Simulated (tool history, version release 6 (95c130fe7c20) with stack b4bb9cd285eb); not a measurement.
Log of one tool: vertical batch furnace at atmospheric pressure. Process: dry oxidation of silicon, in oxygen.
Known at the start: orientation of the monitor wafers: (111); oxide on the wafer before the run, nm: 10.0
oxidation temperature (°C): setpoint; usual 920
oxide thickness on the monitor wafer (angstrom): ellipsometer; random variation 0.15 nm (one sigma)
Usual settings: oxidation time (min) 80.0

run    hour  oxidation temperature (°C)  oxidation time (min)  read-back reference wafer on the same gauge, thickness  oxide thickness on the monitor wafer (angstrom)
  1     0.0                         920                  80.0                                                   55.61                                            497.3
  2    82.7                         920                  80.0                                                   55.56                                            500.0
  3   133.7                         920                  80.0                                                   55.46                                            499.4
  4   236.4                         920                  80.0                                                   55.49                                            497.8
  5   283.1                         920                  80.0                                                   55.50                                            499.8
  6   320.6                         920                  56.0                                                   55.43                                            401.3
  7   376.3                         920                  56.0                                                   55.46                                            404.0
      408.2  -- thermocouples replaced and temperature profile calibrated
  8   450.7                         920                  80.0                                                   55.47                                            479.9
      502.3  -- gauge calibrated
  9   535.8                         936                  60.5                                                   55.45                                            461.2
      621.3  -- boat lift adjusted
 10   622.8                         934                  92.5                                                   55.58                                            596.3
 11   699.5                         920                 110.5                                                   55.45                                            593.4
 12   753.2                         904                  41.5                                                   55.45                                            292.2
 13   854.9                         914                  56.5                                                   55.58                                            376.1
 14   949.4                         927                 101.5                                                   55.49                                            597.4
 15  1067.6                         920                  80.0                                                   55.46                                            491.5
 16  1108.8                         929                 115.0                                                   55.56                                            662.2

3 ways to go on from here, each from the tool as it stands after run 16. What would each give?
  A  1113.2                         929                  80.0                                                       ?                                                ?
  B  1113.2                         909                  80.0                                                       ?                                                ?
  C  1113.2                         931                  69.0                                                       ?                                                ?

run  read-back reference wafer on the same gauge, thickness  oxide thickness on the monitor wafer (angstrom)
  A                                                   55.52                                            529.7
  B                                                   55.52                                            447.5
  C                                                   55.52                                            490.6
Without the tool's hidden state the same runs would have given:
run  oxide thickness on the monitor wafer (angstrom)
  A                                            516.1
  B                                            434.9
  C                                            478.3

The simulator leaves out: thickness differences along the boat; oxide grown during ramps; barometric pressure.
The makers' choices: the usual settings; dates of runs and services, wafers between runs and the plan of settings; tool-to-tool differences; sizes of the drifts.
